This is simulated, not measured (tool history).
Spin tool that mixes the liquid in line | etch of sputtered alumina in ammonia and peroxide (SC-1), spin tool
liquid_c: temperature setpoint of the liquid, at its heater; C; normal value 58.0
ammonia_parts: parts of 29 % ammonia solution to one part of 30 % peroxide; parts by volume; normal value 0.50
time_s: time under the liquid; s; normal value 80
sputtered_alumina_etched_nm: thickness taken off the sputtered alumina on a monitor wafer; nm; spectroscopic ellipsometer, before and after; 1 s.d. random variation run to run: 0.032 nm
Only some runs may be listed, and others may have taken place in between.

run   hour  liquid_c  ammonia_parts  time_s  wafers since the last listed run  hours since the thermometer was replaced  hours since the ammonia flow meter was replaced  hours since the heated supply line was repaired  hours since the drum of ammonia solution was connected  hours since the gauge calibration  read-back film thickness of the sputtered alumina reference wafer, read on the same gauge (nm)  sputtered_alumina_etched_nm
  1    0.0      55.0           0.50      80                                 0                                    2318.9                                           2223.9                                             53.5                                                   536.5                              742.6                                                                                         130.006                        3.698
      17.4  -- thermometer replaced
  2   23.0      56.0           0.50      80                               313                                       5.6                                           2246.9                                             76.5                                                   559.5                              765.6                                                                                         129.990                        3.483
  3   56.0      58.0           0.50      80                               469                                      38.6                                           2279.9                                            109.5                                                   592.5                              798.6                                                                                         129.988                        3.845
  4   86.1      58.0           0.50      80                               428                                      68.7                                           2310.0                                            139.6                                                   622.6                              828.7                                                                                         130.002                        3.839
  5   98.5      67.0           0.65      45                               176                                      81.1                                           2322.4                                            152.0                                                   635.0                              841.1                                                                                         130.007                        3.501
  6  123.7      51.0           0.60      95                               358                                     106.3                                           2347.6                                            177.2                                                   660.2                              866.3                                                                                         129.988                        3.148
  7  159.0      58.0           0.50      80                               502                                     141.6                                           2382.9                                            212.5                                                   695.5                              901.6                                                                                         129.986                        3.732
  8  190.7      58.0           0.50      80                               451                                     173.3                                           2414.6                                            244.2                                                   727.2                              933.3                                                                                         130.000                        3.812
  9  218.9      58.0           0.75      60                               401                                     201.5                                           2442.8                                            272.4                                                   755.4                              961.5                                                                                         129.990                        2.940
 10  236.9      48.5           0.30      35                               256                                     219.5                                           2460.8                                            290.4                                                   773.4                              979.5                                                                                         129.985                        0.939
 11  252.1      58.0           0.40      40                               216                                     234.7                                           2476.0                                            305.6                                                   788.6                              994.7                                                                                         130.000                        1.844
 12  271.6      58.0           0.60      80                               277                                     254.2                                           2495.5                                            325.1                                                   808.1                             1014.2                                                                                         130.014                        3.819
 13  303.1      58.0           0.50      80                               448                                     285.7                                           2527.0                                            356.6                                                   839.6                             1045.7                                                                                         130.011                        3.696
     306.8  -- ammonia flow meter replaced
 14  330.7      61.5           0.45      40                               378                                     313.3                                             23.9                                            384.2                                                   867.2                             1073.3                                                                                         129.986                        2.226
 15  344.2      62.0           0.35     105                               192                                     326.8                                             37.4                                            397.7                                                   880.7                             1086.8                                                                                         130.016                        5.761
     351.7  -- gauge calibrated
     354.8  -- new drum of ammonia solution connected
 16  363.2      66.0           0.50      80                               256                                     345.8                                             56.4                                            416.7                                                     8.4                               11.5                                                                                         130.007                        5.527
 17  395.9      67.5           0.65     120                               465                                     378.5                                             89.1                                            449.4                                                    41.1                               44.2                                                                                         129.991                        9.077
 18  421.4      50.5           0.50     130                               363                                     404.0                                            114.6                                            474.9                                                    66.6                               69.7                                                                                         129.986                        4.005
 19  445.9      62.5           0.30      95                               348                                     428.5                                            139.1                                            499.4                                                    91.1                               94.2                                                                                         129.999                        5.287
 20  461.8      60.5           0.40     100                               226                                     444.4                                            155.0                                            515.3                                                   107.0                              110.1                                                                                         130.026                        5.063
 21  492.9      66.0           0.50      35                               442                                     475.5                                            186.1                                            546.4                                                   138.1                              141.2                                                                                         130.002                        2.413

What does the tool deliver on the next run?
     512.8  -- heated supply line repaired
 22  517.9      52.5           0.35     105                               341                                     500.5                                            211.1                                              5.1                                                   163.1                              166.2                                                                                               ?                            ?

{"run 22": {"read-back film thickness of the sputtered alumina reference wafer, read on the same gauge (nm)": 130.008, "sputtered_alumina_etched_nm": 3.718}}
Minus the tool's unlogged condition, the same run would have read sputtered_alumina_etched_nm 3.714 nm.
